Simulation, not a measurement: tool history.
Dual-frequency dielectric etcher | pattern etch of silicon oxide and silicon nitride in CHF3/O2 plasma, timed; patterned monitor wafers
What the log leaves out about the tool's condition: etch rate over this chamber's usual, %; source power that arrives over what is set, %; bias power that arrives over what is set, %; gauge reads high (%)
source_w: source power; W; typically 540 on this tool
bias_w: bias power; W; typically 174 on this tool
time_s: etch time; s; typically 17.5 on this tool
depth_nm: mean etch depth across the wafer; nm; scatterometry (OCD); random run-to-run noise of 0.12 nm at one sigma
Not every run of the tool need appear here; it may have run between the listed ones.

| run | hour | source_w | bias_w | time_s | wafers since the last listed run | hours since the last wet clean | hours since the last source power generator calibration | hours since the last bias power generator calibration | hours since the last upper electrode change | hours since the gauge calibration | read-back reference wafer on the same gauge, depth_nm | depth_nm |
|---|---|---|---|---|---|---|---|---|---|---|---|---|
| 1 | 0 | 540 | 174 | 17.5 | 0 | 339.4 | 2743 | 2849.3 | 4056 | 472.7 | 23.3 | 24.95 |
| 2 | 27.3 | 540 | 174 | 17.5 | 445 | 366.7 | 2770.3 | 2876.6 | 4083.3 | 500 | 23.32 | 24.99 |
| 3 | 90 | 540 | 174 | 17.5 | 1024 | 429.4 | 2833 | 2939.3 | 4146 | 562.7 | 23.31 | 25.03 |
| 4 | 134.7 | 540 | 174 | 17.5 | 730 | 474.1 | 2877.7 | 2984 | 4190.7 | 607.4 | 23.33 | 24.98 |
| 5 | 185.9 | 540 | 174 | 17.5 | 836 | 525.3 | 2928.9 | 3035.2 | 4241.9 | 658.6 | 23.31 | 25.07 |
| 6 | 212.9 | 540 | 174 | 17.5 | 441 | 552.3 | 2955.9 | 3062.2 | 4268.9 | 685.6 | 23.29 | 25.1 |
|  | 292.1 | wet clean of the chamber |
| 7 | 292.6 | 540 | 202 | 17.5 | 909 | 0.5 | 3035.6 | 3141.9 | 4348.6 | 765.3 | 23.24 | 26.06 |
|  | 296.8 | gauge calibrated |
|  | 333 | bias power generator calibrated |
| 8 | 336 | 450 | 174 | 17.5 | 643 | 43.9 | 3079 | 3 | 4392 | 39.2 | 23.33 | 24.25 |
| 9 | 394.2 | 500 | 195 | 13.5 | 950 | 102.1 | 3137.2 | 61.2 | 4450.2 | 97.4 | 23.29 | 19.8 |
|  | 415.6 | source power generator calibrated |
| 10 | 430.7 | 660 | 148 | 14.5 | 530 | 138.6 | 15.1 | 97.7 | 4486.7 | 133.9 | 23.33 | 20.56 |
|  | 466.8 | upper electrode replaced |
| 11 | 469.4 | 630 | 160 | 14.5 | 240 | 177.3 | 53.8 | 136.4 | 2.6 | 172.6 | 23.3 | 20.8 |
| 12 | 501.7 | 540 | 209 | 20.5 | 527 | 209.6 | 86.1 | 168.7 | 34.9 | 204.9 | 23.3 | 31.02 |
| 13 | 570.2 | 590 | 154 | 17.5 | 1118 | 278.1 | 154.6 | 237.2 | 103.4 | 273.4 | 23.28 | 24.32 |
| 14 | 638.7 | 540 | 197 | 17.5 | 1118 | 346.6 | 223.1 | 305.7 | 171.9 | 341.9 | 23.33 | 25.95 |
| 15 | 682.4 | 540 | 174 | 17.5 | 713 | 390.3 | 266.8 | 349.4 | 215.6 | 385.6 | 23.25 | 25.08 |

Hidden condition of the tool, last listed run before each entry between runs versus first listed run after:
Run 6 -> run 7: wet clean of the chamber (hour 292.1)
  nothing in the hidden state changes from one run to the other
Run 7 -> run 8: gauge calibrated (hour 296.8); bias power generator calibrated (hour 333)
  nothing in the hidden state changes from one run to the other
Run 9 -> run 10: source power generator calibrated (hour 415.6)
  nothing in the hidden state changes from one run to the other
Run 10 -> run 11: upper electrode replaced (hour 466.8)
  nothing in the hidden state changes from one run to the other
